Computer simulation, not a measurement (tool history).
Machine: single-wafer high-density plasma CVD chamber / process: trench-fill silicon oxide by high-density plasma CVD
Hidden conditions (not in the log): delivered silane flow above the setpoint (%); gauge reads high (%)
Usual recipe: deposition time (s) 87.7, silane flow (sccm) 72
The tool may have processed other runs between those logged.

run	hour	deposition time (s)	silane flow (sccm)	wafers since the last listed run	hours since the silane flow controller was replaced	hours since the gauge calibration	read-back reference wafer on the same gauge, thickness_nm	mean film thickness on the monitor wafer (nm)
1	0	87.7	80	0	3111.5	1346.5	626.094	783.524
2	49.7	87.7	80	913	3161.2	1396.2	625.872	784.841
3	104.2	99.2	72	1002	3215.7	1450.7	626.099	803.579
# hour 106: gauge calibrated
4	203.9	99.2	72	1833	3315.4	97.9	625.675	801.904
5	245.5	99.2	72	764	3357	139.5	626.803	800.048
6	312.1	87.7	83	1224	3423.6	206.1	627.058	821.648
7	503.4	87.7	66	3517	3614.9	397.4	625.211	654.581
8	577	87.7	66	1353	3688.5	471	626	655.718
9	638.8	87.7	65	1136	3750.3	532.8	625.906	642.515
10	716.2	87.7	72	1423	3827.7	610.2	626.035	712.983
11	762.9	87.7	72	858	3874.4	656.9	626.027	715.817
12	809.9	99.4	81	864	3921.4	703.9	626.506	914.464
13	860.8	71.3	78	935	3972.3	754.8	625.437	629.731
14	962.1	101.6	77	1862	4073.6	856.1	625.648	888.308
15	1057.5	87.7	72	1754	4169	951.5	625.311	718.105
16	1125.5	79.5	85	1250	4237	1019.5	625.843	767.989
# hour 1266.5: silane flow controller replaced
17	1426.2	98.9	61	5382	159.7	1320.2	625.874	648.703
# hour 1435.7: gauge calibrated
18	1534.2	87.7	78	1985	267.7	98.5	626.133	735.748
19	1634.8	87.7	86	1849	368.3	199.1	626.127	813.406
20	1684.4	87.7	72	912	417.9	248.7	626.477	681.886
21	1776	87.7	85	1684	509.5	340.3	625.943	807.779
22	1825.9	103.1	83	917	559.4	390.2	626.333	925.963

Predict each of these 5 candidate next runs independently; none follows another, all start after run 22:
A	1826.3	76.4	72	7	559.8	390.6	?	?
B	1826.3	102.6	59	7	559.8	390.6	?	?
C	1826.3	103.9	85	7	559.8	390.6	?	?
D	1826.3	104.1	86	7	559.8	390.6	?	?
E	1826.3	73.8	63	7	559.8	390.6	?	?

run	read-back reference wafer on the same gauge, thickness_nm	mean film thickness on the monitor wafer (nm)
A	626.58	594.369
B	626.58	654.078
C	626.58	954.256
D	626.58	967.341
E	626.58	502.374
Take away the tool's hidden state, keep each run's random variation, and the runs would have read:
run	mean film thickness on the monitor wafer (nm)
A	588.107
B	647.187
C	944.202
D	957.149
E	497.081
